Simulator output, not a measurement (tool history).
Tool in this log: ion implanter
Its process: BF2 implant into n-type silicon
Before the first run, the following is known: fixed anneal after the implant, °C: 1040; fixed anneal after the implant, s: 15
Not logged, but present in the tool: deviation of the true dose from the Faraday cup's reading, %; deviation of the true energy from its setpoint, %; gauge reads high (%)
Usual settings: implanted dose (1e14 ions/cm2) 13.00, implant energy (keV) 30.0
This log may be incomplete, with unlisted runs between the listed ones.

run     day  implanted dose (1e14 ions/cm2)  implant energy (keV)  wafers since the last listed run  hours since the last dose calibration  hours since the extraction supply was calibrated  hours since the gauge calibration  read-back reference wafer on the same gauge, sheet resistance  sheet resistance of the implanted and annealed layer (ohm/square)
  1   0.000                           13.00                  36.5                                 0                                  966.2                                            2898.6                              197.8                                                         117.04                                                             120.38
  2   2.429                           13.00                  36.5                              1161                                 1024.5                                            2956.9                              256.1                                                         117.05                                                             120.21
  3   4.146                           13.00                  30.0                               820                                 1065.7                                            2998.1                              297.3                                                         117.02                                                             128.19
  4   6.492                           13.00                  30.0                              1121                                 1122.0                                            3054.4                              353.6                                                         116.98                                                             127.78
  5  18.808                           13.00                  30.0                              5887                                 1417.6                                            3350.0                              649.2                                                         116.98                                                             128.39
     20.958  -- Faraday cup replaced and dose calibrated
  6  21.450                           13.00                  30.0                              1103                                   11.8                                            3413.4                              712.6                                                         116.97                                                             127.58
  7  24.717                           13.00                  30.0                              1561                                   90.2                                            3491.8                              791.0                                                         116.96                                                             127.67
  8  27.300                           13.00                  30.0                              1234                                  152.2                                            3553.8                              853.0                                                         116.97                                                             127.48
     31.812  -- extraction supply calibrated
  9  31.833                           13.00                  30.0                              2007                                  261.0                                               0.5                              961.8                                                         116.99                                                             126.60
 10  34.775                           13.00                  30.0                              1406                                  331.6                                              71.1                             1032.4                                                         117.06                                                             126.51
 11  38.729                           10.07                  20.0                              1890                                  426.5                                             166.0                             1127.3                                                         117.05                                                             162.35
     39.812  -- gauge calibrated
 12  40.917                           10.13                  36.0                              1045                                  479.0                                             218.5                               26.5                                                         116.98                                                             137.47
 13  43.854                           13.00                  30.0                              1404                                  549.5                                             289.0                               97.0                                                         117.04                                                             127.21
 14  46.088                           14.37                  30.0                              1067                                  603.1                                             342.6                              150.6                                                         116.98                                                             122.74
 15  47.983                           13.00                  39.5                               906                                  648.6                                             388.1                              196.1                                                         117.07                                                             116.73
 16  51.996                           15.40                  33.0                              1918                                  744.9                                             484.4                              292.4                                                         116.99                                                             116.31
 17  54.021                           13.00                  30.0                               968                                  793.5                                             533.0                              341.0                                                         117.01                                                             127.80
 18  56.688                           15.80                  30.0                              1274                                  857.5                                             597.0                              405.0                                                         117.05                                                             119.76
 19  59.308                           10.07                  20.0                              1252                                  920.4                                             659.9                              467.9                                                         117.02                                                             163.78
 20  63.758                           13.00                  30.0                              2127                                 1027.2                                             766.7                              574.7                                                         117.04                                                             128.22

Forecast each of these 4 alternatives for the next run:
  A  63.775                           13.00                  30.0                                 7                                 1027.6                                             767.1                              575.1                                                              ?                                                                  ?
  B  63.775                           14.81                  24.5                                 7                                 1027.6                                             767.1                              575.1                                                              ?                                                                  ?
  C  63.775                           14.35                  38.5                                 7                                 1027.6                                             767.1                              575.1                                                              ?                                                                  ?
  D  63.775                            9.51                  19.5                                 7                                 1027.6                                             767.1                              575.1                                                              ?                                                                  ?

run  read-back reference wafer on the same gauge, sheet resistance  sheet resistance of the implanted and annealed layer (ohm/square)
  A                                                         116.97                                                             128.15
  B                                                         116.97                                                             131.69
  C                                                         116.97                                                             113.14
  D                                                         116.97                                                             169.88
Had the tool no hidden state, the same runs would have come out as:
run  sheet resistance of the implanted and annealed layer (ohm/square)
  A                                                             125.55
  B                                                             129.48
  C                                                             110.87
  D                                                             166.02

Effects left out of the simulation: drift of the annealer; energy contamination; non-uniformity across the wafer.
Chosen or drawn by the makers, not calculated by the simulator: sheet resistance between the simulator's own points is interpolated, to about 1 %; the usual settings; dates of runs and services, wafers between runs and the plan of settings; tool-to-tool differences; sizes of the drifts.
